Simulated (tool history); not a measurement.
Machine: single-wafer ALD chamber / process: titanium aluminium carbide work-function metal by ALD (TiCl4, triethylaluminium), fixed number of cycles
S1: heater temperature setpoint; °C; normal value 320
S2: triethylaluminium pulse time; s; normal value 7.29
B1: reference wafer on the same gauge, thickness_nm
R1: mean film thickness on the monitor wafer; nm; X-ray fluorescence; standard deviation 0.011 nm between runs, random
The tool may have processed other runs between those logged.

{"run": 1, "hour": 0.0, "S1": 320, "S2": 7.29, "B1": 1.79, "R1": 2.025}
{"run": 2, "hour": 18.5, "S1": 320, "S2": 7.29, "B1": 1.789, "R1": 2.009}
{"run": 3, "hour": 31.3, "S1": 320, "S2": 7.29, "B1": 1.791, "R1": 2.022}
{"run": 4, "hour": 58.3, "S1": 329, "S2": 8.3, "B1": 1.792, "R1": 2.201}
{"run": 5, "hour": 164.6, "S1": 320, "S2": 7.29, "B1": 1.79, "R1": 2.002}
{"run": 6, "hour": 185.3, "S1": 320, "S2": 7.29, "B1": 1.788, "R1": 2.004}
{"run": 7, "hour": 207.6, "S1": 320, "S2": 7.29, "B1": 1.791, "R1": 1.965}
{"run": 8, "hour": 240.7, "S1": 320, "S2": 7.29, "B1": 1.788, "R1": 2.001}
{"run": 9, "hour": 274.3, "S1": 320, "S2": 7.29, "B1": 1.791, "R1": 1.965}
{"run": 10, "hour": 288.3, "S1": 320, "S2": 7.29, "B1": 1.789, "R1": 1.99}
{"run": 11, "hour": 314.1, "S1": 320, "S2": 7.29, "B1": 1.789, "R1": 1.986}
{"run": 12, "hour": 342.9, "S1": 320, "S2": 7.29, "B1": 1.79, "R1": 1.964}
{"run": 13, "hour": 357.6, "S1": 320, "S2": 7.29, "B1": 1.789, "R1": 1.975}
{"hour": 383.3, "done": "thermocouple changed; heater temperature recalibrated"}
{"hour": 426.3, "done": "triethylaluminium bottle replaced"}
{"run": 14, "hour": 429.6, "S1": 312, "S2": 5.64, "B1": 1.792, "R1": 1.444}
{"run": 15, "hour": 472.4, "S1": 320, "S2": 7.29, "B1": 1.791, "R1": 1.754}
{"run": 16, "hour": 529.3, "S1": 333, "S2": 9.13, "B1": 1.789, "R1": 2.046}
{"run": 17, "hour": 561.6, "S1": 320, "S2": 9.75, "B1": 1.789, "R1": 1.954}
{"run": 18, "hour": 588.7, "S1": 320, "S2": 7.29, "B1": 1.789, "R1": 1.69}
{"hour": 597.1, "done": "gauge calibrated"}
{"hour": 625.1, "done": "triethylaluminium bottle replaced, repeated, since the last time left the tool worse"}
{"run": 19, "hour": 625.6, "S1": 320, "S2": 7.29, "B1": 1.791, "R1": 2.084}
{"hour": 647.1, "done": "showerhead replaced"}
{"run": 20, "hour": 653.2, "S1": 320, "S2": 7.29, "B1": 1.789, "R1": 2.088}
{"run": 21, "hour": 682.9, "S1": 320, "S2": 7.29, "B1": 1.791, "R1": 2.081}
{"run": 22, "hour": 716.1, "S1": 310, "S2": 9.17, "B1": 1.789, "R1": 2.089}
{"run": 23, "hour": 728.2, "S1": 315, "S2": 6.22, "B1": 1.791, "R1": 1.909}
{"run": 24, "hour": 753.7, "S1": 311, "S2": 5.64, "B1": 1.792, "R1": 1.789}
{"run": 25, "hour": 788.0, "S1": 309, "S2": 8.3, "B1": 1.79, "R1": 2.054}
{"run": 26, "hour": 802.8, "S1": 315, "S2": 9.72, "B1": 1.787, "R1": 2.142}
{"run": 27, "hour": 836.5, "S1": 307, "S2": 9.75, "B1": 1.791, "R1": 2.079}

3 options for the next run, each taken on its own from the tool as it stands now. Forecast them:
{"run": "A", "hour": 836.9, "S1": 320, "S2": 7.29, "B1": "?", "R1": "?"}
{"run": "B", "hour": 836.9, "S1": 309, "S2": 5.9, "B1": "?", "R1": "?"}
{"run": "C", "hour": 836.9, "S1": 311, "S2": 6.38, "B1": "?", "R1": "?"}

run=A B1=1.789 R1=2.062
run=B B1=1.789 R1=1.803
run=C B1=1.789 R1=1.885
Take away the tool's hidden state, keep each run's random variation, and the runs would have read:
run=A R1=2.094
run=B R1=1.845
run=C R1=1.923

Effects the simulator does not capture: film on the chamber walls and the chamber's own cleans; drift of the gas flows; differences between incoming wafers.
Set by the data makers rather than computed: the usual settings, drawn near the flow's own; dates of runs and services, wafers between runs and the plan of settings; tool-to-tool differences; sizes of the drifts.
